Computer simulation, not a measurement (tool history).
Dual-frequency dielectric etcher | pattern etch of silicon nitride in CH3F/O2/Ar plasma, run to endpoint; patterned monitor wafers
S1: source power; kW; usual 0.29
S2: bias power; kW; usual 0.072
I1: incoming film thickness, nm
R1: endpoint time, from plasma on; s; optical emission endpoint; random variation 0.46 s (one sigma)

run     day    S1     S2    I1     R1
  1       0  0.29  0.072  56.3   90.5
  2   1.088  0.29  0.072  56.3   91.1
  3   1.912  0.34  0.072  57.1   87.5
  4   3.054  0.29  0.072  56.8   91.4
  5   4.538  0.29  0.072  56.7   91.6
  6   6.021  0.29   0.06  56.8   97.1
  7   7.046  0.29   0.06  56.8   97.5
  8   8.442  0.25  0.064  57.2    102
  9   9.233  0.25  0.064  56.8    101
 10  10.254  0.25  0.064  56.7  100.7
     11.617  -- wet clean of the chamber
 11  11.638  0.29  0.072    57   91.8
 12  12.112  0.29  0.072  57.2   92.6
 13  14.721  0.29  0.072  56.1   91.3
 14    15.6  0.29  0.072  56.8   92.4
 15  17.004  0.29  0.072  56.9   91.5
 16  17.854  0.24  0.072  57.4   99.9
 17  19.054  0.29  0.072  56.4   91.5
 18  20.554  0.29  0.072  57.1   91.5
 19  21.233  0.35  0.082  56.8   81.2
 20  22.717  0.33  0.072  56.8   87.5
 21  23.233  0.27  0.055  56.7    102
 22  23.896  0.27  0.086    57   88.1
 23  24.771  0.36  0.057  57.3   92.9
     25.342  -- source power generator calibrated
 24  25.362  0.29  0.072  56.9   92.6
 25  25.971  0.22  0.064  57.2  106.7
 26  26.546  0.35  0.063  56.4   88.8
     27.725  -- bias power generator calibrated
     28.067  -- wet clean of the chamber
 27  28.088  0.32  0.078  56.5   85.5
 28  28.854  0.25  0.082  57.2   92.7
     29.967  -- upper electrode replaced
 29  29.988  0.31  0.088  56.7   83.5
 30    30.7  0.24  0.089  56.9   90.6
 31  32.108  0.32  0.081  56.7   84.8
 32  32.712  0.29  0.072  56.7   91.8
 33   34.05  0.27  0.072  56.3   93.5

The next listed run, before its measurement:
 34  37.846  0.33  0.089  57.1   ?

R1: 82.1 s
Without the tool's hidden state the same run would have given R1 82.1 s.
